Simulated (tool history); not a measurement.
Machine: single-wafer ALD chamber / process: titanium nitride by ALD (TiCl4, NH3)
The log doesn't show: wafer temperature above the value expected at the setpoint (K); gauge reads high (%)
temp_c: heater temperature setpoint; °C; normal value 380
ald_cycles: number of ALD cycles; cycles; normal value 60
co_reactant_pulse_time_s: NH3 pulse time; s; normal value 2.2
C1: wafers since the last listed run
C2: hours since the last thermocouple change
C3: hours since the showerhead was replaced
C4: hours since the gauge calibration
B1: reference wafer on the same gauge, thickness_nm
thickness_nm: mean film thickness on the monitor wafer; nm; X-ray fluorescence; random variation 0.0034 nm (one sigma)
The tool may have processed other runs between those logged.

{"run": 1, "hour": 0.0, "temp_c": 380, "ald_cycles": 60, "co_reactant_pulse_time_s": 2.2, "C1": 0, "C2": 2199.1, "C3": 5713.8, "C4": 213.3, "B1": 1.422, "thickness_nm": 1.35}
{"run": 2, "hour": 48.1, "temp_c": 380, "ald_cycles": 60, "co_reactant_pulse_time_s": 2.2, "C1": 132, "C2": 2247.2, "C3": 5761.9, "C4": 261.4, "B1": 1.421, "thickness_nm": 1.342}
{"run": 3, "hour": 95.9, "temp_c": 380, "ald_cycles": 57, "co_reactant_pulse_time_s": 2.2, "C1": 131, "C2": 2295, "C3": 5809.7, "C4": 309.2, "B1": 1.42, "thickness_nm": 1.27}
{"run": 4, "hour": 193.6, "temp_c": 380, "ald_cycles": 57, "co_reactant_pulse_time_s": 2.2, "C1": 269, "C2": 2392.7, "C3": 5907.4, "C4": 406.9, "B1": 1.42, "thickness_nm": 1.274}
{"run": 5, "hour": 230.5, "temp_c": 380, "ald_cycles": 57, "co_reactant_pulse_time_s": 2.2, "C1": 101, "C2": 2429.6, "C3": 5944.3, "C4": 443.8, "B1": 1.42, "thickness_nm": 1.284}
{"run": 6, "hour": 254.6, "temp_c": 389, "ald_cycles": 60, "co_reactant_pulse_time_s": 2.2, "C1": 66, "C2": 2453.7, "C3": 5968.4, "C4": 467.9, "B1": 1.42, "thickness_nm": 1.354}
{"hour": 291.0, "done": "showerhead replaced"}
{"run": 7, "hour": 322.1, "temp_c": 380, "ald_cycles": 60, "co_reactant_pulse_time_s": 1.53, "C1": 163, "C2": 2521.2, "C3": 31.1, "C4": 535.4, "B1": 1.42, "thickness_nm": 1.285}
{"run": 8, "hour": 381.8, "temp_c": 380, "ald_cycles": 60, "co_reactant_pulse_time_s": 2.2, "C1": 164, "C2": 2580.9, "C3": 90.8, "C4": 595.1, "B1": 1.42, "thickness_nm": 1.348}
{"run": 9, "hour": 451.4, "temp_c": 380, "ald_cycles": 48, "co_reactant_pulse_time_s": 2.2, "C1": 191, "C2": 2650.5, "C3": 160.4, "C4": 664.7, "B1": 1.42, "thickness_nm": 1.074}
{"run": 10, "hour": 486.1, "temp_c": 380, "ald_cycles": 70, "co_reactant_pulse_time_s": 2.2, "C1": 95, "C2": 2685.2, "C3": 195.1, "C4": 699.4, "B1": 1.419, "thickness_nm": 1.564}
{"run": 11, "hour": 539.3, "temp_c": 373, "ald_cycles": 50, "co_reactant_pulse_time_s": 2.6, "C1": 146, "C2": 2738.4, "C3": 248.3, "C4": 752.6, "B1": 1.42, "thickness_nm": 1.133}
{"hour": 554.2, "done": "thermocouple changed; heater temperature recalibrated"}
{"hour": 565.3, "done": "gauge calibrated"}
{"run": 12, "hour": 609.4, "temp_c": 380, "ald_cycles": 60, "co_reactant_pulse_time_s": 2.2, "C1": 171, "C2": 55.2, "C3": 318.4, "C4": 44.1, "B1": 1.42, "thickness_nm": 1.343}
{"run": 13, "hour": 662.3, "temp_c": 366, "ald_cycles": 60, "co_reactant_pulse_time_s": 1.93, "C1": 145, "C2": 108.1, "C3": 371.3, "C4": 97, "B1": 1.421, "thickness_nm": 1.299}
{"run": 14, "hour": 725.6, "temp_c": 380, "ald_cycles": 60, "co_reactant_pulse_time_s": 2.2, "C1": 174, "C2": 171.4, "C3": 434.6, "C4": 160.3, "B1": 1.422, "thickness_nm": 1.345}
{"run": 15, "hour": 786.6, "temp_c": 366, "ald_cycles": 60, "co_reactant_pulse_time_s": 1.75, "C1": 168, "C2": 232.4, "C3": 495.6, "C4": 221.3, "B1": 1.42, "thickness_nm": 1.282}
{"run": 16, "hour": 819.3, "temp_c": 380, "ald_cycles": 60, "co_reactant_pulse_time_s": 1.53, "C1": 90, "C2": 265.1, "C3": 528.3, "C4": 254, "B1": 1.42, "thickness_nm": 1.288}

Each row is a separate what-if for the run after 16, all from the same tool condition, not one after another. Results?
{"run": "A", "hour": 819.8, "temp_c": 380, "ald_cycles": 68, "co_reactant_pulse_time_s": 2.2, "C1": 1, "C2": 265.6, "C3": 528.8, "C4": 254.5, "B1": "?", "thickness_nm": "?"}
{"run": "B", "hour": 819.8, "temp_c": 375, "ald_cycles": 67, "co_reactant_pulse_time_s": 2.2, "C1": 1, "C2": 265.6, "C3": 528.8, "C4": 254.5, "B1": "?", "thickness_nm": "?"}
{"run": "C", "hour": 819.8, "temp_c": 374, "ald_cycles": 63, "co_reactant_pulse_time_s": 1.39, "C1": 1, "C2": 265.6, "C3": 528.8, "C4": 254.5, "B1": "?", "thickness_nm": "?"}

run=A B1=1.419 thickness_nm=1.522
run=B B1=1.419 thickness_nm=1.494
run=C B1=1.419 thickness_nm=1.301
Without the tool's unlogged condition, the same runs would have read:
run=A thickness_nm=1.522
run=B thickness_nm=1.494
run=C thickness_nm=1.301
